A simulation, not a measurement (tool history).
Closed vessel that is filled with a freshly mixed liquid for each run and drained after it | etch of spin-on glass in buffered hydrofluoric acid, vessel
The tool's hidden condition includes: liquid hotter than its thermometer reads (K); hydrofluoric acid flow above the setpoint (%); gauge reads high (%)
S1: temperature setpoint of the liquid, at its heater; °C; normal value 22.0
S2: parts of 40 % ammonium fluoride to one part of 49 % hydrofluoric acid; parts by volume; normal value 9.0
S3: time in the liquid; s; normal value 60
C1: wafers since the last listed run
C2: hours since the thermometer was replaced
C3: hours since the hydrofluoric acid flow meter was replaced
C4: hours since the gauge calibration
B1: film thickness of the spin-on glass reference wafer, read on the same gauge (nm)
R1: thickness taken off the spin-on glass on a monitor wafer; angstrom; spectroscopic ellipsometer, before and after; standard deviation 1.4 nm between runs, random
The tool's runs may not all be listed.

run 1 hour=0.0 | S1=22.0 S2=9.0 S3=45 | C1=0 C2=280.4 C3=655.6 C4=395.9 | B1=130.00 | R1=1070.6
run 2 hour=64.4 | S1=22.0 S2=9.0 S3=45 | C1=4385 C2=344.8 C3=720.0 C4=460.3 | B1=130.00 | R1=1099.3
run 3 hour=99.6 | S1=22.0 S2=9.0 S3=45 | C1=2396 C2=380.0 C3=755.2 C4=495.5 | B1=129.99 | R1=1079.9
run 4 hour=153.0 | S1=22.0 S2=9.0 S3=60 | C1=3636 C2=433.4 C3=808.6 C4=548.9 | B1=130.02 | R1=1442.2
-- hour=168.6 hydrofluoric acid flow meter replaced
run 5 hour=208.6 | S1=22.0 S2=9.0 S3=60 | C1=3718 C2=489.0 C3=40.0 C4=604.5 | B1=130.00 | R1=1423.9
run 6 hour=266.6 | S1=22.0 S2=9.0 S3=60 | C1=3949 C2=547.0 C3=98.0 C4=662.5 | B1=130.00 | R1=1448.3
run 7 hour=302.6 | S1=22.0 S2=9.0 S3=60 | C1=2451 C2=583.0 C3=134.0 C4=698.5 | B1=130.00 | R1=1437.8
run 8 hour=365.5 | S1=18.0 S2=9.0 S3=60 | C1=4283 C2=645.9 C3=196.9 C4=761.4 | B1=129.99 | R1=1154.9
run 9 hour=430.1 | S1=22.0 S2=9.0 S3=60 | C1=4398 C2=710.5 C3=261.5 C4=826.0 | B1=129.99 | R1=1453.5
run 10 hour=496.2 | S1=22.0 S2=9.0 S3=60 | C1=4501 C2=776.6 C3=327.6 C4=892.1 | B1=129.99 | R1=1441.2
run 11 hour=543.5 | S1=22.0 S2=9.0 S3=35 | C1=3220 C2=823.9 C3=374.9 C4=939.4 | B1=130.01 | R1=838.8
run 12 hour=591.7 | S1=22.0 S2=9.0 S3=60 | C1=3282 C2=872.1 C3=423.1 C4=987.6 | B1=130.00 | R1=1435.0
run 13 hour=647.1 | S1=22.0 S2=9.0 S3=60 | C1=3772 C2=927.5 C3=478.5 C4=1043.0 | B1=130.00 | R1=1450.9
run 14 hour=708.4 | S1=18.5 S2=7.5 S3=40 | C1=4174 C2=988.8 C3=539.8 C4=1104.3 | B1=130.00 | R1=973.7
run 15 hour=777.5 | S1=24.0 S2=9.0 S3=85 | C1=4705 C2=1057.9 C3=608.9 C4=1173.4 | B1=130.01 | R1=2260.9
run 16 hour=834.6 | S1=19.0 S2=10.5 S3=30 | C1=3888 C2=1115.0 C3=666.0 C4=1230.5 | B1=129.98 | R1=541.2
run 17 hour=862.8 | S1=24.5 S2=11.5 S3=60 | C1=1920 C2=1143.2 C3=694.2 C4=1258.7 | B1=129.99 | R1=1344.1
-- hour=946.9 hydrofluoric acid flow meter replaced
run 18 hour=1075.0 | S1=19.0 S2=10.5 S3=60 | C1=14381 C2=1355.4 C3=128.1 C4=1470.9 | B1=129.99 | R1=1090.9
run 19 hour=1128.0 | S1=25.5 S2=11.0 S3=85 | C1=3609 C2=1408.4 C3=181.1 C4=1523.9 | B1=130.02 | R1=2137.8
-- hour=1177.7 gauge calibrated
run 20 hour=1220.3 | S1=20.5 S2=6.0 S3=35 | C1=6285 C2=1500.7 C3=273.4 C4=42.6 | B1=130.01 | R1=1165.5
run 21 hour=1277.0 | S1=20.0 S2=11.0 S3=30 | C1=3861 C2=1557.4 C3=330.1 C4=99.3 | B1=129.99 | R1=555.2
-- hour=1295.0 thermometer replaced
run 22 hour=1316.6 | S1=18.5 S2=9.0 S3=90 | C1=2628 C2=21.6 C3=369.7 C4=138.9 | B1=130.01 | R1=1795.4
run 23 hour=1357.2 | S1=22.0 S2=7.5 S3=30 | C1=2764 C2=62.2 C3=410.3 C4=179.5 | B1=129.99 | R1=893.2
run 24 hour=1401.3 | S1=18.5 S2=7.0 S3=60 | C1=3003 C2=106.3 C3=454.4 C4=223.6 | B1=129.99 | R1=1559.3
run 25 hour=1432.6 | S1=22.0 S2=9.0 S3=60 | C1=2131 C2=137.6 C3=485.7 C4=254.9 | B1=130.01 | R1=1431.8
run 26 hour=1488.0 | S1=22.0 S2=9.0 S3=60 | C1=3772 C2=193.0 C3=541.1 C4=310.3 | B1=130.00 | R1=1433.1
run 27 hour=1525.6 | S1=22.0 S2=9.0 S3=60 | C1=2560 C2=230.6 C3=578.7 C4=347.9 | B1=130.00 | R1=1430.3
run 28 hour=1560.2 | S1=25.5 S2=9.0 S3=60 | C1=2356 C2=265.2 C3=613.3 C4=382.5 | B1=129.99 | R1=1756.9
run 29 hour=1602.7 | S1=24.5 S2=9.0 S3=35 | C1=2894 C2=307.7 C3=655.8 C4=425.0 | B1=130.00 | R1=983.8
run 30 hour=1643.9 | S1=25.5 S2=6.0 S3=30 | C1=2805 C2=348.9 C3=697.0 C4=466.2 | B1=130.00 | R1=1329.3
run 31 hour=1677.5 | S1=22.0 S2=9.0 S3=60 | C1=2288 C2=382.5 C3=730.6 C4=499.8 | B1=129.99 | R1=1457.3
run 32 hour=1707.7 | S1=27.0 S2=8.0 S3=80 | C1=2056 C2=412.7 C3=760.8 C4=530.0 | B1=130.02 | R1=2897.5
run 33 hour=1734.7 | S1=27.0 S2=9.0 S3=60 | C1=1838 C2=439.7 C3=787.8 C4=557.0 | B1=130.00 | R1=1869.8
-- hour=1788.5 hydrofluoric acid flow meter replaced
run 34 hour=1805.1 | S1=22.0 S2=9.0 S3=60 | C1=4725 C2=510.1 C3=16.6 C4=627.4 | B1=130.00 | R1=1427.6

Hidden state, per run?
liquid hotter than its thermometer reads (K): 0 across all the runs
hydrofluoric acid flow above the setpoint (%): 0 across all the runs
gauge reads high (%): 0 across all the runs

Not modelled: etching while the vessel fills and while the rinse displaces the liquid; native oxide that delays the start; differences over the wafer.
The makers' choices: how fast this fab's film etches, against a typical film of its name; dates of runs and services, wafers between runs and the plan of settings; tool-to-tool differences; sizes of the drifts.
